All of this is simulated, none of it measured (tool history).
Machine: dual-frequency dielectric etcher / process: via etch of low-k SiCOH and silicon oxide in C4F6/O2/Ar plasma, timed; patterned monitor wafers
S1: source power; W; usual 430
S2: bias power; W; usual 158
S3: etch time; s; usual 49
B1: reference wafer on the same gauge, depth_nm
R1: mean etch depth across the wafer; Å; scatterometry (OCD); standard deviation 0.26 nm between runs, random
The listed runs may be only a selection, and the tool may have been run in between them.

Run 1, hour 0: usual settings; B1 121. Result: R1 1234 Å.
Run 2, hour 31.9: usual settings; B1 121.1. Result: R1 1234 Å.
Run 3, hour 63.3: usual settings; B1 121. Result: R1 1234 Å.
Run 4, hour 90.8: usual settings; B1 121.1. Result: R1 1235 Å.
Run 5, hour 117.9: usual settings; B1 121.1. Result: R1 1236 Å.
Run 6, hour 141.5: usual settings; B1 121. Result: R1 1244 Å.
At hour 170.6: source power generator calibrated.
Run 7, hour 173.9: usual settings; B1 121.1. Result: R1 1241 Å.
Run 8, hour 186.5: usual settings; B1 121. Result: R1 1240 Å.
Run 9, hour 213: usual settings but S1 350 W, S2 139 W, S3 45 s; B1 120.9. Result: R1 1047 Å.
At hour 230.1: bias power generator calibrated.
At hour 238.2: upper electrode replaced.
At hour 285.8: wet clean of the chamber.
Run 10, hour 294.6: usual settings but S1 320 W, S3 40.5 s; B1 121.1. Result: R1 950 Å.
Run 11, hour 311.3: usual settings but S1 390 W, S2 179 W; B1 121. Result: R1 1245 Å.
At hour 326.5: gauge calibrated.
Run 12, hour 403.8: usual settings but S1 370 W, S3 45 s; B1 120.9. Result: R1 1084 Å.
Run 13, hour 430.3: usual settings but S1 390 W, S2 179 W; B1 120.9. Result: R1 1259 Å.
Run 14, hour 459.4: usual settings but S1 490 W, S2 176 W; B1 121. Result: R1 1311 Å.
Run 15, hour 484.7: usual settings but S1 520 W; B1 121. Result: R1 1274 Å.

5 options for the next run, each taken on its own from the tool as it stands now. Forecast them:
Run A, hour 485.1: usual settings; B1 ?. Result: R1 ?.
Run B, hour 485.1: usual settings but S3 43 s; B1 ?. Result: R1 ?.
Run C, hour 485.1: usual settings but S1 510 W, S2 186 W, S3 56 s; B1 ?. Result: R1 ?.
Run D, hour 485.1: usual settings but S1 350 W, S2 186 W, S3 44.5 s; B1 ?. Result: R1 ?.
Run E, hour 485.1: usual settings but S1 530 W, S2 138 W; B1 ?. Result: R1 ?.

run     B1    R1
  A  121.1  1222
  B  121.1  1072
  C  121.1  1540
  D  121.1  1138
  E  121.1  1211
Without the tool's unlogged condition, the same runs would have read:
run    R1
  A  1209
  B  1061
  C  1524
  D  1126
  E  1198
